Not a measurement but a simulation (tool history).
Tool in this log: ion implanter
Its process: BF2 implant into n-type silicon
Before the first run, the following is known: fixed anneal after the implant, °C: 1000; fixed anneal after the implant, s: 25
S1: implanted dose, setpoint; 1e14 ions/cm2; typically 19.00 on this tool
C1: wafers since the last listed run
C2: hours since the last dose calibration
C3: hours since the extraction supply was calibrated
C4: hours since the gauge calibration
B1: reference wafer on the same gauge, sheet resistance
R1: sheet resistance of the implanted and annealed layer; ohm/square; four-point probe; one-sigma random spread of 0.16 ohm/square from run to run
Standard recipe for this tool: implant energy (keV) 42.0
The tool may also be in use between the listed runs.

Run 1, hour 0.0: usual settings; C1 0; C2 1134.8; C3 5936.8; C4 108.9; B1 116.03. Result: R1 109.60 ohm/square.
Run 2, hour 14.0: usual settings; C1 300; C2 1148.8; C3 5950.8; C4 122.9; B1 116.01. Result: R1 109.54 ohm/square.
Run 3, hour 23.6: usual settings; C1 205; C2 1158.4; C3 5960.4; C4 132.5; B1 116.00. Result: R1 109.63 ohm/square.
At hour 35.1: gauge calibrated.
Run 4, hour 36.1: usual settings; C1 267; C2 1170.9; C3 5972.9; C4 1.0; B1 116.03. Result: R1 109.51 ohm/square.
Run 5, hour 47.3: usual settings; C1 240; C2 1182.1; C3 5984.1; C4 12.2; B1 115.98. Result: R1 109.58 ohm/square.
Run 6, hour 63.7: usual settings; C1 351; C2 1198.5; C3 6000.5; C4 28.6; B1 116.02. Result: R1 109.53 ohm/square.
Run 7, hour 81.5: usual settings; C1 381; C2 1216.3; C3 6018.3; C4 46.4; B1 116.01. Result: R1 109.53 ohm/square.
Run 8, hour 99.0: usual settings but implant energy (keV) 36.5; C1 375; C2 1233.8; C3 6035.8; C4 63.9; B1 115.99. Result: R1 117.41 ohm/square.
At hour 108.2: extraction supply calibrated.
Run 9, hour 114.8: usual settings but implant energy (keV) 36.5; C1 167; C2 1249.6; C3 6.6; C4 79.7; B1 116.01. Result: R1 117.57 ohm/square.
Run 10, hour 129.8: usual settings but S1 16.48 1e14 ions/cm2; C1 321; C2 1264.6; C3 21.6; C4 94.7; B1 115.97. Result: R1 111.97 ohm/square.
Run 11, hour 143.0: usual settings but S1 24.58 1e14 ions/cm2; C1 282; C2 1277.8; C3 34.8; C4 107.9; B1 115.99. Result: R1 107.01 ohm/square.
At hour 162.0: Faraday cup replaced and dose calibrated.
Run 12, hour 162.5: usual settings but S1 14.56 1e14 ions/cm2, implant energy (keV) 47.5; C1 246; C2 0.5; C3 54.3; C4 127.4; B1 115.96. Result: R1 109.07 ohm/square.
Run 13, hour 171.4: usual settings but S1 21.55 1e14 ions/cm2, implant energy (keV) 47.5; C1 190; C2 9.4; C3 63.2; C4 136.3; B1 115.99. Result: R1 101.10 ohm/square.
Run 14, hour 181.8: usual settings but S1 24.37 1e14 ions/cm2, implant energy (keV) 29.5; C1 222; C2 19.8; C3 73.6; C4 146.7; B1 116.03. Result: R1 127.97 ohm/square.
At hour 186.9: gauge calibrated.
Run 15, hour 193.2: usual settings but S1 15.61 1e14 ions/cm2, implant energy (keV) 47.0; C1 244; C2 31.2; C3 85.0; C4 6.3; B1 115.98. Result: R1 107.62 ohm/square.
Run 16, hour 209.4: usual settings but S1 20.67 1e14 ions/cm2, implant energy (keV) 51.0; C1 347; C2 47.4; C3 101.2; C4 22.5; B1 116.00. Result: R1 97.88 ohm/square.
Run 17, hour 218.8: usual settings but S1 24.40 1e14 ions/cm2, implant energy (keV) 28.5; C1 201; C2 56.8; C3 110.6; C4 31.9; B1 115.99. Result: R1 130.08 ohm/square.
Run 18, hour 230.5: usual settings but S1 17.14 1e14 ions/cm2, implant energy (keV) 31.5; C1 250; C2 68.5; C3 122.3; C4 43.6; B1 116.03. Result: R1 128.10 ohm/square.
Run 19, hour 241.4: usual settings but implant energy (keV) 33.0; C1 233; C2 79.4; C3 133.2; C4 54.5; B1 116.05. Result: R1 123.28 ohm/square.
Run 20, hour 248.4: usual settings; C1 150; C2 86.4; C3 140.2; C4 61.5; B1 116.04. Result: R1 109.80 ohm/square.
Run 21, hour 265.3: usual settings; C1 362; C2 103.3; C3 157.1; C4 78.4; B1 116.00. Result: R1 109.48 ohm/square.

Predict each of these 5 candidate next runs independently; none follows another, all start after run 21:
Run A, hour 265.7: usual settings but implant energy (keV) 37.0; C1 8; C2 103.7; C3 157.5; C4 78.8; B1 ?. Result: R1 ?.
Run B, hour 265.7: usual settings but S1 15.82 1e14 ions/cm2, implant energy (keV) 51.0; C1 8; C2 103.7; C3 157.5; C4 78.8; B1 ?. Result: R1 ?.
Run C, hour 265.7: usual settings but S1 14.15 1e14 ions/cm2, implant energy (keV) 38.0; C1 8; C2 103.7; C3 157.5; C4 78.8; B1 ?. Result: R1 ?.
Run D, hour 265.7: usual settings but S1 16.88 1e14 ions/cm2, implant energy (keV) 56.5; C1 8; C2 103.7; C3 157.5; C4 78.8; B1 ?. Result: R1 ?.
Run E, hour 265.7: usual settings but S1 13.43 1e14 ions/cm2, implant energy (keV) 54.0; C1 8; C2 103.7; C3 157.5; C4 78.8; B1 ?. Result: R1 ?.

run      B1      R1
  A  115.97  116.90
  B  115.97  103.41
  C  115.97  121.69
  D  115.97   96.91
  E  115.97  106.55
Had the tool no hidden state, the same runs would have come out as:
run      R1
  A  116.90
  B  103.41
  C  121.69
  D   96.91
  E  106.55
